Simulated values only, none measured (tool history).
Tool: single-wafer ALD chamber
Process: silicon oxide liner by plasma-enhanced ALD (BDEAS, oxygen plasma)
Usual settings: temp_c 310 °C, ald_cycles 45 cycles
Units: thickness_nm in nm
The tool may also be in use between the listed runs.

| run | hour | temp_c | ald_cycles | wafers since the last listed run | hours since the last thermocouple change | hours since the gauge calibration | read-back reference wafer on the same gauge, thickness_nm | thickness_nm |
|---|---|---|---|---|---|---|---|---|
| 1 | 0.0 | 310 | 45 | 0 | 2362.1 | 148.1 | 4.459 | 4.061 |
| 2 | 23.8 | 320 | 45 | 197 | 2385.9 | 171.9 | 4.458 | 3.957 |
| 3 | 44.7 | 320 | 45 | 173 | 2406.8 | 192.8 | 4.460 | 3.980 |
| 4 | 59.7 | 320 | 45 | 124 | 2421.8 | 207.8 | 4.477 | 4.011 |
| 5 | 88.9 | 310 | 45 | 242 | 2451.0 | 237.0 | 4.467 | 4.005 |
| 6 | 117.8 | 310 | 45 | 240 | 2479.9 | 265.9 | 4.484 | 4.019 |
| 7 | 180.3 | 315 | 45 | 519 | 2542.4 | 328.4 | 4.497 | 4.040 |
| 8 | 208.3 | 310 | 51 | 232 | 2570.4 | 356.4 | 4.496 | 4.583 |
| 9 | 259.3 | 310 | 45 | 423 | 2621.4 | 407.4 | 4.502 | 4.073 |
| 10 | 290.3 | 310 | 45 | 257 | 2652.4 | 438.4 | 4.505 | 4.077 |
| 11 | 317.4 | 310 | 45 | 225 | 2679.5 | 465.5 | 4.501 | 4.038 |
| 12 | 337.1 | 317 | 40 | 163 | 2699.2 | 485.2 | 4.512 | 3.570 |
| 13 | 361.7 | 310 | 38 | 204 | 2723.8 | 509.8 | 4.505 | 3.433 |
|  | 388.9 | thermocouple changed; heater temperature recalibrated |
| 14 | 389.4 | 310 | 38 | 163 | 0.5 | 537.5 | 4.515 | 3.468 |
| 15 | 414.1 | 310 | 38 | 205 | 25.2 | 562.2 | 4.514 | 3.448 |
|  | 465.7 | gauge calibrated |
| 16 | 501.1 | 310 | 43 | 722 | 112.2 | 35.4 | 4.413 | 3.807 |
| 17 | 523.3 | 310 | 43 | 184 | 134.4 | 57.6 | 4.413 | 3.849 |
| 18 | 558.2 | 310 | 45 | 290 | 169.3 | 92.5 | 4.430 | 3.985 |
| 19 | 575.4 | 310 | 45 | 142 | 186.5 | 109.7 | 4.438 | 4.040 |
| 20 | 592.4 | 323 | 49 | 141 | 203.5 | 126.7 | 4.444 | 4.297 |
| 21 | 624.8 | 310 | 45 | 269 | 235.9 | 159.1 | 4.460 | 4.034 |
| 22 | 644.7 | 319 | 45 | 165 | 255.8 | 179.0 | 4.466 | 3.937 |
| 23 | 679.6 | 298 | 40 | 290 | 290.7 | 213.9 | 4.475 | 3.635 |
| 24 | 710.3 | 315 | 49 | 255 | 321.4 | 244.6 | 4.475 | 4.377 |
| 25 | 741.9 | 320 | 52 | 262 | 353.0 | 276.2 | 4.475 | 4.671 |
| 26 | 777.9 | 310 | 53 | 299 | 389.0 | 312.2 | 4.493 | 4.766 |
| 27 | 805.3 | 305 | 52 | 227 | 416.4 | 339.6 | 4.483 | 4.691 |
| 28 | 834.7 | 305 | 45 | 244 | 445.8 | 369.0 | 4.502 | 4.114 |
| 29 | 863.9 | 316 | 52 | 242 | 475.0 | 398.2 | 4.503 | 4.652 |
| 30 | 888.8 | 310 | 49 | 206 | 499.9 | 423.1 | 4.513 | 4.418 |
| 31 | 911.9 | 304 | 43 | 191 | 523.0 | 446.2 | 4.499 | 3.877 |
| 32 | 931.7 | 301 | 45 | 164 | 542.8 | 466.0 | 4.506 | 4.156 |
| 33 | 962.7 | 306 | 40 | 257 | 573.8 | 497.0 | 4.505 | 3.612 |
| 34 | 997.4 | 306 | 52 | 288 | 608.5 | 531.7 | 4.504 | 4.665 |
| 35 | 1019.8 | 310 | 45 | 186 | 630.9 | 554.1 | 4.509 | 4.089 |
| 36 | 1040.7 | 320 | 36 | 173 | 651.8 | 575.0 | 4.508 | 3.212 |
| 37 | 1053.3 | 310 | 45 | 104 | 664.4 | 587.6 | 4.515 | 4.076 |
| 38 | 1066.2 | 310 | 45 | 107 | 677.3 | 600.5 | 4.503 | 4.098 |
| 39 | 1086.0 | 306 | 49 | 164 | 697.1 | 620.3 | 4.516 | 4.480 |

How the hidden state differs across the entries between the runs, from the last listed run before each to the first after it:
Between runs 13 and 14: thermocouple changed; heater temperature recalibrated (hour 388.9)
  gauge reads high (%): 2.49 -> 2.53
  measured less the result without the state, thickness_nm: +0.083 -> +0.086 nm
Between runs 15 and 16: gauge calibrated (hour 465.7)
  gauge reads high (%): 2.56 -> 0.287
  measured less the result without the state, thickness_nm: +0.086 -> +0.011 nm

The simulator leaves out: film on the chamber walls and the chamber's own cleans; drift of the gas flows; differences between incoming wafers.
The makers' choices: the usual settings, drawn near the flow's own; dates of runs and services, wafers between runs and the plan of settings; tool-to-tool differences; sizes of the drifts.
